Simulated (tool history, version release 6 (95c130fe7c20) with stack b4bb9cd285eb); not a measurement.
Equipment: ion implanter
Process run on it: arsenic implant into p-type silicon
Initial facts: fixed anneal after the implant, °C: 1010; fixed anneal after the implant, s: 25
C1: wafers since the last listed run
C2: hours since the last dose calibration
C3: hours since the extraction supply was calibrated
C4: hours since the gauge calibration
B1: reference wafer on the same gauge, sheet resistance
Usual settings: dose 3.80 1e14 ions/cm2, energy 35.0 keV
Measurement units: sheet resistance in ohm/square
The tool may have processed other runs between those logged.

run 1 hour=0.0 | dose=4.36 energy=35.0 | C1=0 C2=2000.5 C3=3847.3 C4=301.3 | B1=192.90 | sheet_resistance=225.18
run 2 hour=10.1 | dose=4.36 energy=35.0 | C1=204 C2=2010.6 C3=3857.4 C4=311.4 | B1=193.07 | sheet_resistance=224.70
run 3 hour=26.6 | dose=4.36 energy=35.0 | C1=334 C2=2027.1 C3=3873.9 C4=327.9 | B1=192.98 | sheet_resistance=225.07
run 4 hour=36.2 | dose=3.80 energy=35.0 | C1=194 C2=2036.7 C3=3883.5 C4=337.5 | B1=192.98 | sheet_resistance=249.46
run 5 hour=48.8 | dose=3.80 energy=35.0 | C1=255 C2=2049.3 C3=3896.1 C4=350.1 | B1=192.94 | sheet_resistance=249.70
run 6 hour=64.5 | dose=3.80 energy=35.0 | C1=318 C2=2065.0 C3=3911.8 C4=365.8 | B1=193.05 | sheet_resistance=249.87
run 7 hour=72.9 | dose=3.80 energy=35.0 | C1=170 C2=2073.4 C3=3920.2 C4=374.2 | B1=192.82 | sheet_resistance=249.95
run 8 hour=86.9 | dose=3.80 energy=35.0 | C1=284 C2=2087.4 C3=3934.2 C4=388.2 | B1=193.08 | sheet_resistance=249.79
run 9 hour=101.7 | dose=3.80 energy=35.0 | C1=300 C2=2102.2 C3=3949.0 C4=403.0 | B1=193.15 | sheet_resistance=249.19
run 10 hour=114.6 | dose=3.80 energy=35.0 | C1=261 C2=2115.1 C3=3961.9 C4=415.9 | B1=193.06 | sheet_resistance=250.45
run 11 hour=127.3 | dose=3.80 energy=35.0 | C1=257 C2=2127.8 C3=3974.6 C4=428.6 | B1=193.07 | sheet_resistance=250.07
run 12 hour=141.0 | dose=3.80 energy=35.0 | C1=278 C2=2141.5 C3=3988.3 C4=442.3 | B1=193.00 | sheet_resistance=248.88
-- hour=164.4 Faraday cup replaced and dose calibrated
run 13 hour=164.9 | dose=3.80 energy=35.0 | C1=322 C2=0.5 C3=4012.2 C4=466.2 | B1=192.99 | sheet_resistance=240.56
run 14 hour=169.8 | dose=3.80 energy=35.0 | C1=99 C2=5.4 C3=4017.1 C4=471.1 | B1=192.86 | sheet_resistance=239.90
run 15 hour=176.6 | dose=3.80 energy=35.0 | C1=137 C2=12.2 C3=4023.9 C4=477.9 | B1=192.98 | sheet_resistance=239.87
run 16 hour=186.9 | dose=3.80 energy=35.0 | C1=209 C2=22.5 C3=4034.2 C4=488.2 | B1=193.05 | sheet_resistance=240.91
-- hour=199.8 gauge calibrated
run 17 hour=204.9 | dose=3.09 energy=47.0 | C1=365 C2=40.5 C3=4052.2 C4=5.1 | B1=193.03 | sheet_resistance=270.67
run 18 hour=217.8 | dose=3.80 energy=35.0 | C1=261 C2=53.4 C3=4065.1 C4=18.0 | B1=193.10 | sheet_resistance=241.14
run 19 hour=226.2 | dose=4.12 energy=26.5 | C1=170 C2=61.8 C3=4073.5 C4=26.4 | B1=192.98 | sheet_resistance=234.87
run 20 hour=233.7 | dose=4.66 energy=42.5 | C1=152 C2=69.3 C3=4081.0 C4=33.9 | B1=193.00 | sheet_resistance=200.96
run 21 hour=247.6 | dose=3.29 energy=31.5 | C1=282 C2=83.2 C3=4094.9 C4=47.8 | B1=193.12 | sheet_resistance=273.35
-- hour=269.8 extraction supply calibrated
run 22 hour=270.3 | dose=3.50 energy=47.0 | C1=298 C2=105.9 C3=0.5 C4=70.5 | B1=193.00 | sheet_resistance=246.89
run 23 hour=270.9 | dose=3.49 energy=25.0 | C1=12 C2=106.5 C3=1.1 C4=71.1 | B1=192.95 | sheet_resistance=270.03
run 24 hour=284.6 | dose=3.80 energy=35.0 | C1=278 C2=120.2 C3=14.8 C4=84.8 | B1=192.93 | sheet_resistance=240.88
run 25 hour=295.4 | dose=3.80 energy=35.0 | C1=219 C2=131.0 C3=25.6 C4=95.6 | B1=193.11 | sheet_resistance=241.51
run 26 hour=341.1 | dose=4.34 energy=26.5 | C1=927 C2=176.7 C3=71.3 C4=141.3 | B1=193.17 | sheet_resistance=227.68
run 27 hour=350.9 | dose=2.75 energy=35.0 | C1=198 C2=186.5 C3=81.1 C4=151.1 | B1=192.99 | sheet_resistance=309.15
run 28 hour=358.2 | dose=4.62 energy=30.0 | C1=148 C2=193.8 C3=88.4 C4=158.4 | B1=193.06 | sheet_resistance=213.12
run 29 hour=367.7 | dose=2.74 energy=47.0 | C1=192 C2=203.3 C3=97.9 C4=167.9 | B1=193.06 | sheet_resistance=297.92
run 30 hour=401.6 | dose=3.39 energy=35.0 | C1=687 C2=237.2 C3=131.8 C4=201.8 | B1=193.02 | sheet_resistance=265.13

Table of differences, measured result less the result of that run with no hidden state. Run-to-run variation is the same in both. Gauge scatter possibly is not:
The tool's hidden condition here consists of: deviation of the true dose from the Faraday cup's reading, %; deviation of the true energy from its setpoint, %; gauge reads high (%).
run=1 sheet_resistance=+7.92
run=2 sheet_resistance=+7.91
run=3 sheet_resistance=+7.93
run=4 sheet_resistance=+8.77
run=5 sheet_resistance=+8.78
run=6 sheet_resistance=+8.81
run=7 sheet_resistance=+8.82
run=8 sheet_resistance=+8.82
run=9 sheet_resistance=+8.81
run=10 sheet_resistance=+8.86
run=11 sheet_resistance=+8.86
run=12 sheet_resistance=+8.83
run=13 sheet_resistance=-0.81
run=14 sheet_resistance=-0.75
run=15 sheet_resistance=-0.65
run=16 sheet_resistance=-0.52
run=17 sheet_resistance=-0.33
run=18 sheet_resistance=-0.14
run=19 sheet_resistance=-0.04
run=20 sheet_resistance=+0.05
run=21 sheet_resistance=+0.25
run=22 sheet_resistance=+0.49
run=23 sheet_resistance=+0.54
run=24 sheet_resistance=+0.65
run=25 sheet_resistance=+0.76
run=26 sheet_resistance=+1.17
run=27 sheet_resistance=+1.70
run=28 sheet_resistance=+1.26
run=29 sheet_resistance=+1.82
run=30 sheet_resistance=+2.02
